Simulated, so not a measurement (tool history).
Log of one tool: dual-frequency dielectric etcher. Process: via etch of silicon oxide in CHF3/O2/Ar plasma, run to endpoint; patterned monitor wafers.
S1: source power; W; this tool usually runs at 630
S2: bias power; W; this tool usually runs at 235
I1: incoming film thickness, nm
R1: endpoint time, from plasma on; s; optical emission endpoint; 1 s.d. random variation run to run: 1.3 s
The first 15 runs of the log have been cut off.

{"run": 16, "hour": 727.7, "S1": 540, "S2": 213, "I1": 744.1, "R1": 420.0}
{"hour": 774.9, "done": "source power generator calibrated"}
{"run": 17, "hour": 775.8, "S1": 630, "S2": 254, "I1": 738.6, "R1": 360.5}
{"run": 18, "hour": 836.6, "S1": 750, "S2": 261, "I1": 734.3, "R1": 330.4}
{"run": 19, "hour": 880.8, "S1": 770, "S2": 289, "I1": 741.5, "R1": 318.6}
{"run": 20, "hour": 938.5, "S1": 630, "S2": 235, "I1": 733.4, "R1": 374.8}
{"run": 21, "hour": 980.1, "S1": 630, "S2": 235, "I1": 737.3, "R1": 379.5}
{"run": 22, "hour": 1029.5, "S1": 630, "S2": 235, "I1": 735.7, "R1": 379.0}
{"hour": 1065.3, "done": "wet clean of the chamber"}
{"run": 23, "hour": 1065.8, "S1": 630, "S2": 235, "I1": 734.7, "R1": 372.6}
{"run": 24, "hour": 1126.9, "S1": 540, "S2": 235, "I1": 734.5, "R1": 397.0}
{"hour": 1155.3, "done": "bias power generator calibrated"}
{"run": 25, "hour": 1168.0, "S1": 760, "S2": 257, "I1": 742.4, "R1": 328.3}
{"run": 26, "hour": 1218.2, "S1": 630, "S2": 235, "I1": 738.5, "R1": 368.7}
{"run": 27, "hour": 1274.7, "S1": 540, "S2": 218, "I1": 743.5, "R1": 412.8}
{"run": 28, "hour": 1330.5, "S1": 630, "S2": 235, "I1": 740.4, "R1": 370.8}
{"run": 29, "hour": 1360.1, "S1": 530, "S2": 187, "I1": 735.6, "R1": 446.7}
{"run": 30, "hour": 1452.3, "S1": 630, "S2": 198, "I1": 732.9, "R1": 403.6}

Forecast each of these 5 alternatives for the next run:
{"run": "A", "hour": 1452.8, "S1": 630, "S2": 202, "I1": 737.8, "R1": "?"}
{"run": "B", "hour": 1452.8, "S1": 580, "S2": 288, "I1": 737.8, "R1": "?"}
{"run": "C", "hour": 1452.8, "S1": 560, "S2": 177, "I1": 737.8, "R1": "?"}
{"run": "D", "hour": 1452.8, "S1": 630, "S2": 280, "I1": 737.8, "R1": "?"}
{"run": "E", "hour": 1452.8, "S1": 770, "S2": 291, "I1": 737.8, "R1": "?"}

run=A R1=400.8
run=B R1=348.4
run=C R1=449.4
run=D R1=341.9
run=E R1=310.6
With no hidden state in the tool, these same runs would have given:
run=A R1=390.3
run=B R1=338.9
run=C R1=437.9
run=D R1=332.7
run=E R1=302.2
